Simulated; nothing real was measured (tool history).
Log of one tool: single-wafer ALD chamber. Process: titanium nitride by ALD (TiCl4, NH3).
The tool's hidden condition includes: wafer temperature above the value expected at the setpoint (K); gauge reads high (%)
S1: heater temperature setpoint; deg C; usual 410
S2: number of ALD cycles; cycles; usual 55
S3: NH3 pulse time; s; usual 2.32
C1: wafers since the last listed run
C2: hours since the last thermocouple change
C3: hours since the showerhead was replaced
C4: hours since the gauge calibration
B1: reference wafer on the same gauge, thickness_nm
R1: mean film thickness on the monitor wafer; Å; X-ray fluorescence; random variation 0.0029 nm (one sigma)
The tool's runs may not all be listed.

run,day,S1,S2,S3,C1,C2,C3,C4,B1,R1
1,0.000,410,55,2.32,0,324.0,3426.7,1347.4,1.275,11.66
2,4.425,410,55,2.32,375,430.2,3532.9,1453.6,1.274,11.63
3,7.392,410,55,2.32,251,501.4,3604.1,1524.8,1.273,11.65
4,15.717,410,55,2.32,705,701.2,3803.9,1724.6,1.273,11.65
5,17.225,410,55,2.32,127,737.4,3840.1,1760.8,1.272,11.65
6,20.800,410,55,2.32,303,823.2,3925.9,1846.6,1.272,11.64
7,24.121,410,46,2.32,281,902.9,4005.6,1926.3,1.271,9.71
8,27.683,410,55,2.32,302,988.4,4091.1,2011.8,1.270,11.58
# day 31.162: thermocouple changed; heater temperature recalibrated
9,31.183,410,61,2.32,268,0.5,4175.1,2095.8,1.271,12.91
10,33.371,410,55,2.32,185,53.0,4227.6,2148.3,1.269,11.61
11,37.508,410,55,2.32,350,152.3,4326.9,2247.6,1.269,11.62
12,41.521,410,55,2.32,340,248.6,4423.2,2343.9,1.269,11.61
13,47.346,410,55,2.32,493,388.4,4563.0,2483.7,1.267,11.56
14,50.875,410,55,2.32,299,473.1,4647.7,2568.4,1.267,11.61
15,53.183,410,48,2.32,195,528.5,4703.1,2623.8,1.267,10.09
16,57.588,410,48,2.32,373,634.2,4808.8,2729.5,1.265,10.08
# day 58.183: gauge calibrated
17,59.733,410,55,2.32,181,685.7,4860.3,37.2,1.280,11.69
18,63.875,410,55,2.32,351,785.1,4959.7,136.6,1.279,11.69
19,75.317,410,55,2.32,970,1059.7,5234.3,411.2,1.277,11.68
# day 77.342: thermocouple changed; heater temperature recalibrated
20,77.796,417,55,2.32,181,10.9,5293.8,470.7,1.276,11.71
21,81.600,410,48,1.45,322,102.2,5385.1,562.0,1.275,10.03

Run 22 has not been measured yet. What should we expect?
22,84.704,410,66,1.80,263,176.7,5459.6,636.5,?,?

B1: 1.275
R1: 14.00 Å
The same run, on a tool lacking any hidden state, would have yielded R1 14.05 Å.
